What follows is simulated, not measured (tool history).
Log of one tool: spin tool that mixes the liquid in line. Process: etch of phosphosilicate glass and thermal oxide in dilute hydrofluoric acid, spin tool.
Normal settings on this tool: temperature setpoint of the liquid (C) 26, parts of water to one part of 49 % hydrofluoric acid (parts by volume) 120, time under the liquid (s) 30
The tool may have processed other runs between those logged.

| run | hour | temperature setpoint of the liquid (C) | parts of water to one part of 49 % hydrofluoric acid (parts by volume) | time under the liquid (s) | read-back film thickness of the phosphosilicate glass reference wafer, read on the same gauge (nm) | read-back film thickness of the thermal oxide reference wafer, read on the same gauge (nm) | thickness taken off the phosphosilicate glass on a monitor wafer (nm) | thickness taken off the thermal oxide on a monitor wafer (nm) |
|---|---|---|---|---|---|---|---|---|
| 1 | 0 | 26 | 120 | 30 | 110.01 | 30.007 | 20.86 | 1.175 |
| 2 | 49.4 | 26 | 120 | 30 | 110 | 30 | 20.77 | 1.14 |
| 3 | 74.8 | 26 | 120 | 30 | 110 | 29.999 | 20.98 | 1.105 |
| 4 | 106.4 | 26 | 120 | 30 | 110.01 | 30 | 20.93 | 1.135 |
| 5 | 145.3 | 26 | 120 | 30 | 110 | 30.012 | 20.73 | 1.155 |
| 6 | 211.9 | 26 | 120 | 30 | 110.01 | 29.998 | 20.76 | 1.18 |
|  | 233.9 | hydrofluoric acid flow meter replaced |
| 7 | 255.2 | 26 | 120 | 35 | 109.99 | 29.979 | 22.14 | 1.278 |
|  | 298.8 | thermometer replaced |
| 8 | 320.4 | 26 | 120 | 35 | 110.01 | 30.013 | 23.96 | 1.322 |
| 9 | 353.5 | 26 | 120 | 30 | 110.01 | 29.982 | 20.78 | 1.131 |
| 10 | 406.8 | 26 | 120 | 30 | 110 | 29.989 | 20.79 | 1.149 |
| 11 | 456.4 | 26 | 120 | 35 | 110 | 29.981 | 24.14 | 1.383 |
| 12 | 489.5 | 24.5 | 120 | 30 | 110 | 30.024 | 19.48 | 1.086 |
| 13 | 547.3 | 28.5 | 120 | 20 | 110.01 | 29.994 | 15.18 | 0.837 |
|  | 591 | gauge calibrated |
| 14 | 606.1 | 26 | 120 | 30 | 109.99 | 29.995 | 20.75 | 1.135 |
| 15 | 642.1 | 28 | 170 | 25 | 110.02 | 29.994 | 12.45 | 0.681 |
| 16 | 679.6 | 26 | 120 | 20 | 110.01 | 30.008 | 13.66 | 0.782 |
| 17 | 707.8 | 28.5 | 75 | 40 | 110 | 30.001 | 51.58 | 2.949 |
| 18 | 763.4 | 26 | 100 | 30 | 110.01 | 30.034 | 25.84 | 1.424 |
| 19 | 802.7 | 26 | 120 | 30 | 109.99 | 30.026 | 20.56 | 1.141 |
| 20 | 864.5 | 26 | 160 | 25 | 109.99 | 29.988 | 12.4 | 0.718 |
| 21 | 911 | 21.5 | 120 | 15 | 109.99 | 29.981 | 8.65 | 0.494 |
| 22 | 968.3 | 26 | 155 | 45 | 110 | 30.012 | 23.06 | 1.273 |
| 23 | 1010.6 | 26 | 120 | 30 | 109.99 | 29.99 | 20.73 | 1.145 |
| 24 | 1057.9 | 26 | 120 | 30 | 110 | 29.966 | 20.67 | 1.183 |
| 25 | 1113 | 30 | 120 | 30 | 110 | 30.002 | 24.05 | 1.351 |
| 26 | 1154.2 | 26 | 140 | 20 | 109.99 | 29.994 | 11.54 | 0.653 |

Here are 4 independent what-if runs from the current tool condition. What would each one return?
| A | 1154.6 | 26 | 120 | 50 | ? | ? | ? | ? |
| B | 1154.6 | 24 | 145 | 30 | ? | ? | ? | ? |
| C | 1154.6 | 30.5 | 120 | 15 | ? | ? | ? | ? |
| D | 1154.6 | 26 | 120 | 40 | ? | ? | ? | ? |

| run | read-back film thickness of the phosphosilicate glass reference wafer, read on the same gauge (nm) | read-back film thickness of the thermal oxide reference wafer, read on the same gauge (nm) | thickness taken off the phosphosilicate glass on a monitor wafer (nm) | thickness taken off the thermal oxide on a monitor wafer (nm) |
|---|---|---|---|---|
| A | 110.01 | 30 | 34.31 | 1.93 |
| B | 110.01 | 30 | 15.32 | 0.862 |
| C | 110.01 | 30 | 12.22 | 0.687 |
| D | 110.01 | 30 | 27.45 | 1.544 |
What these runs would have given with no unlogged condition in the tool:
| run | thickness taken off the phosphosilicate glass on a monitor wafer (nm) | thickness taken off the thermal oxide on a monitor wafer (nm) |
|---|---|---|
| A | 34.55 | 1.944 |
| B | 15.42 | 0.868 |
| C | 12.27 | 0.69 |
| D | 27.64 | 1.555 |
